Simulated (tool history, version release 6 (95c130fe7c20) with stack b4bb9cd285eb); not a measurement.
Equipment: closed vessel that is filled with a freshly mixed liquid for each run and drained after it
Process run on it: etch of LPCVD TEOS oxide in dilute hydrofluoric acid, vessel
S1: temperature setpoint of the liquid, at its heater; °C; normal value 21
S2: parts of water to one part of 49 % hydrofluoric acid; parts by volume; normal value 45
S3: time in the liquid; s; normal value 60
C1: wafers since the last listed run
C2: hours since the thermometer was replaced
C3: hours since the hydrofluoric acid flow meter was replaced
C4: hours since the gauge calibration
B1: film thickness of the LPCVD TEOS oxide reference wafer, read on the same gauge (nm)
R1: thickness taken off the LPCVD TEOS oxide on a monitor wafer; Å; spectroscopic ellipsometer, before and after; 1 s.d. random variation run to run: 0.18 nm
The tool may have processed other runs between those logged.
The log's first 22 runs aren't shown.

| run | day | S1 | S2 | S3 | C1 | C2 | C3 | C4 | B1 | R1 |
|---|---|---|---|---|---|---|---|---|---|---|
| 23 | 13.938 | 24.5 | 55 | 90 | 2155 | 31.9 | 40.5 | 126.7 | 89.99 | 549.6 |
| 24 | 14.208 | 21 | 45 | 60 | 824 | 38.4 | 47 | 133.2 | 90 | 396.6 |
| 25 | 14.596 | 21 | 45 | 60 | 1179 | 47.7 | 56.3 | 142.5 | 90.01 | 396.2 |
| 26 | 15.117 | 22.5 | 30 | 80 | 1585 | 60.2 | 68.8 | 155 | 90.01 | 866 |
| 27 | 15.804 | 23.5 | 30 | 30 | 2092 | 76.7 | 85.3 | 171.5 | 89.99 | 337.9 |
| 28 | 16.379 | 18 | 45 | 60 | 1750 | 90.5 | 99.1 | 185.3 | 90 | 352.1 |
| 29 | 16.7 | 21 | 45 | 60 | 976 | 98.2 | 106.8 | 193 | 89.98 | 396.6 |
| 30 | 17.35 | 23 | 60 | 35 | 1978 | 113.8 | 122.4 | 208.6 | 89.99 | 185.2 |
| 31 | 17.808 | 25.5 | 45 | 60 | 1394 | 124.8 | 133.4 | 219.6 | 90 | 483.5 |
| 32 | 18.5 | 18.5 | 45 | 60 | 2105 | 141.4 | 150 | 236.2 | 89.99 | 360.8 |
| 33 | 18.938 | 25 | 45 | 60 | 1331 | 151.9 | 160.5 | 246.7 | 90.02 | 476.6 |
| 34 | 19.296 | 21 | 45 | 60 | 1090 | 160.5 | 169.1 | 255.3 | 90 | 401.6 |

Here are 3 independent what-if runs from the current tool condition. What would each one return?
| A | 19.325 | 19.5 | 45 | 60 | 88 | 161.2 | 169.8 | 256 | ? | ? |
| B | 19.325 | 21 | 25 | 60 | 88 | 161.2 | 169.8 | 256 | ? | ? |
| C | 19.325 | 19.5 | 45 | 95 | 88 | 161.2 | 169.8 | 256 | ? | ? |

| run | B1 | R1 |
|---|---|---|
| A | 90 | 374.4 |
| B | 90 | 736.1 |
| C | 90 | 592.9 |
Had the tool no hidden state, the same runs would have come out as:
| run | R1 |
|---|---|
| A | 364.6 |
| B | 717 |
| C | 577.2 |
